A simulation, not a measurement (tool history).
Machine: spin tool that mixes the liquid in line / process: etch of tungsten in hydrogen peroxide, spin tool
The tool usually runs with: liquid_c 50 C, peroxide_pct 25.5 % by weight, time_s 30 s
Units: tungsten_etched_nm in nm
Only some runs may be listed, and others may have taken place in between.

run,hour,liquid_c,peroxide_pct,time_s,"read-back film thickness of the tungsten reference wafer, read on the same gauge (nm)",tungsten_etched_nm
1,0,50,22,30,90,33.32
2,29,50,22,30,90.01,32.69
# hour 49.3: new drum of peroxide connected
3,69.6,50,22,30,89.98,33.02
4,79,50,23,30,90.01,34.52
# hour 81.6: heated supply line repaired
5,94,50,23,30,90,34.03
6,107.2,50,23,30,89.99,34.02
7,115.9,50,25.5,20,90,24
8,126.3,50,29,45,89.98,57.93
9,139.5,50,25.5,30,89.98,35.43
# hour 146.9: gauge calibrated
10,151.4,50,29,25,90.01,31.75
# hour 155.3: thermometer replaced
11,185.3,44.5,28,35,90.01,26.61
12,195.1,50,25.5,15,90.02,15.33
# hour 207: peroxide flow meter replaced
13,208.1,50,25.5,40,90.01,41.01
14,215.9,50,25.5,35,90.03,36.03
15,222,50,25.5,30,90.02,31.26
16,229,54,25.5,30,89.99,38.84
17,239.3,50,25.5,30,89.96,30.81
18,247.4,50,25.5,30,89.99,30.84
19,255.5,50,18.5,40,89.98,34.85
20,265.8,46.5,30,20,89.99,18.1
21,277.2,55.5,22,30,90.02,39.33
22,289.8,50,25.5,30,90.03,31.21
23,302.5,50,18,30,89.98,26.08
24,317.8,50,18.5,30,89.98,26.28
25,328,50,27.5,45,90.02,47.83

5 ways to go on from here, each from the tool as it stands after run 25. What would each give?
A,328.4,50,25.5,30,?,?
B,328.4,50,25.5,25,?,?
C,328.4,50,29.5,30,?,?
D,328.4,42,25.5,20,?,?
E,328.4,43.5,29,15,?,?

run,"read-back film thickness of the tungsten reference wafer, read on the same gauge (nm)",tungsten_etched_nm
A,89.99,31.01
B,89.99,25.85
C,89.99,33.36
D,89.99,12.54
E,89.99,11.03
Without the tool's unlogged condition, the same runs would have read:
run,tungsten_etched_nm
A,30.47
B,25.39
C,32.77
D,12.3
E,10.83
